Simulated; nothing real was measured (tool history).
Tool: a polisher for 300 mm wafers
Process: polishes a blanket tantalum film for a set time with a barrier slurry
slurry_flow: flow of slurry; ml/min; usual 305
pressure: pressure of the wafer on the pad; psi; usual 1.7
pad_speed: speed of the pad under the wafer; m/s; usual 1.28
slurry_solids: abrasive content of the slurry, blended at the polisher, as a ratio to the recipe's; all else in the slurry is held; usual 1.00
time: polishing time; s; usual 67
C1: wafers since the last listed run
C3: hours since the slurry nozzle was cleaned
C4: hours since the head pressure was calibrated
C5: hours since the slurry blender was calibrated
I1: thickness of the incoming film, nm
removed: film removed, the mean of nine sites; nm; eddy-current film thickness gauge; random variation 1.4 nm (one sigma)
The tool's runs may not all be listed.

Run 1, hour 0.0: usual settings; C1 0; wafers polished on this pad 188; C3 515.6; C4 186.3; C5 150.4; I1 429.6. Result: removed 109.1 nm.
Run 2, hour 34.6: usual settings; C1 292; wafers polished on this pad 480; C3 550.2; C4 220.9; C5 185.0; I1 422.7. Result: removed 104.9 nm.
At hour 37.8: slurry blender recalibrated.
Run 3, hour 52.0: usual settings; C1 129; wafers polished on this pad 610; C3 567.6; C4 238.3; C5 14.2; I1 428.4. Result: removed 113.0 nm.
At hour 103.3: worn pad replaced by a new one.
Run 4, hour 143.8: usual settings but slurry_flow 270 ml/min; C1 741; wafers polished on this pad 342; C3 659.4; C4 330.1; C5 106.0; I1 428.9. Result: removed 106.7 nm.
Run 5, hour 158.0: usual settings; C1 119; wafers polished on this pad 462; C3 673.6; C4 344.3; C5 120.2; I1 422.7. Result: removed 108.9 nm.
Run 6, hour 173.9: usual settings but pad_speed 1.62 m/s, time 75 s; C1 134; wafers polished on this pad 596; C3 689.5; C4 360.2; C5 136.1; I1 423.7. Result: removed 151.5 nm.
Run 7, hour 207.2: usual settings but pad_speed 1.62 m/s, time 75 s; C1 281; wafers polished on this pad 877; C3 722.8; C4 393.5; C5 169.4; I1 432.2. Result: removed 151.3 nm.
At hour 212.0: worn pad replaced by a new one.
Run 8, hour 228.2: usual settings but pad_speed 1.62 m/s, time 75 s; C1 143; wafers polished on this pad 136; C3 743.8; C4 414.5; C5 190.4; I1 429.7. Result: removed 149.7 nm.
At hour 231.9: slurry blender recalibrated.
Run 9, hour 334.5: usual settings; C1 880; wafers polished on this pad 1017; C3 850.1; C4 520.8; C5 102.6; I1 438.4. Result: removed 107.5 nm.
At hour 342.4: head pressure recalibrated.
At hour 353.9: worn pad replaced by a new one.
Run 10, hour 362.8: usual settings; C1 188; wafers polished on this pad 75; C3 878.4; C4 20.4; C5 130.9; I1 433.0. Result: removed 114.5 nm.
Run 11, hour 396.1: usual settings; C1 281; wafers polished on this pad 356; C3 911.7; C4 53.7; C5 164.2; I1 430.4. Result: removed 112.6 nm.
At hour 399.5: slurry nozzle cleaned.
Run 12, hour 412.7: usual settings but slurry_flow 265 ml/min, pad_speed 1.42 m/s, slurry_solids 1.30; C1 131; wafers polished on this pad 488; C3 13.2; C4 70.3; C5 180.8; I1 433.5. Result: removed 136.1 nm.
At hour 418.6: slurry blender recalibrated.
Run 13, hour 440.4: usual settings but slurry_flow 395 ml/min, pad_speed 1.10 m/s, slurry_solids 1.20; C1 216; wafers polished on this pad 705; C3 40.9; C4 98.0; C5 21.8; I1 433.4. Result: removed 107.4 nm.
Run 14, hour 454.3: usual settings; C1 117; wafers polished on this pad 822; C3 54.8; C4 111.9; C5 35.7; I1 434.9. Result: removed 113.7 nm.
At hour 491.3: worn pad replaced by a new one.
Run 15, hour 510.9: usual settings but slurry_flow 255 ml/min, pad_speed 1.70 m/s, time 90 s; C1 443; wafers polished on this pad 165; C3 111.4; C4 168.5; C5 92.3; I1 426.8. Result: removed 190.5 nm.
Run 16, hour 542.2: usual settings but pressure 1.9 psi, pad_speed 1.44 m/s, slurry_solids 0.75; C1 264; wafers polished on this pad 429; C3 142.7; C4 199.8; C5 123.6; I1 425.8. Result: removed 115.6 nm.
Run 17, hour 576.9: usual settings but slurry_flow 205 ml/min, slurry_solids 0.85; C1 292; wafers polished on this pad 722; C3 177.4; C4 234.5; C5 158.3; I1 426.9. Result: removed 95.7 nm.
Run 18, hour 605.8: usual settings but slurry_flow 260 ml/min, pressure 1.4 psi; C1 243; wafers polished on this pad 966; C3 206.3; C4 263.4; C5 187.2; I1 422.6. Result: removed 87.6 nm.

Forecast run 19:
At hour 611.7: slurry blender recalibrated.
Run 19, hour 625.0: usual settings but slurry_flow 200 ml/min, slurry_solids 0.85, time 86 s; C1 145; wafers polished on this pad 1111; C3 225.5; C4 282.6; C5 13.3; I1 430.9. Result: removed ?.

{"run 19": {"removed": 128.4}}
Without the tool's hidden state the same run would have given removed 145.2 nm.

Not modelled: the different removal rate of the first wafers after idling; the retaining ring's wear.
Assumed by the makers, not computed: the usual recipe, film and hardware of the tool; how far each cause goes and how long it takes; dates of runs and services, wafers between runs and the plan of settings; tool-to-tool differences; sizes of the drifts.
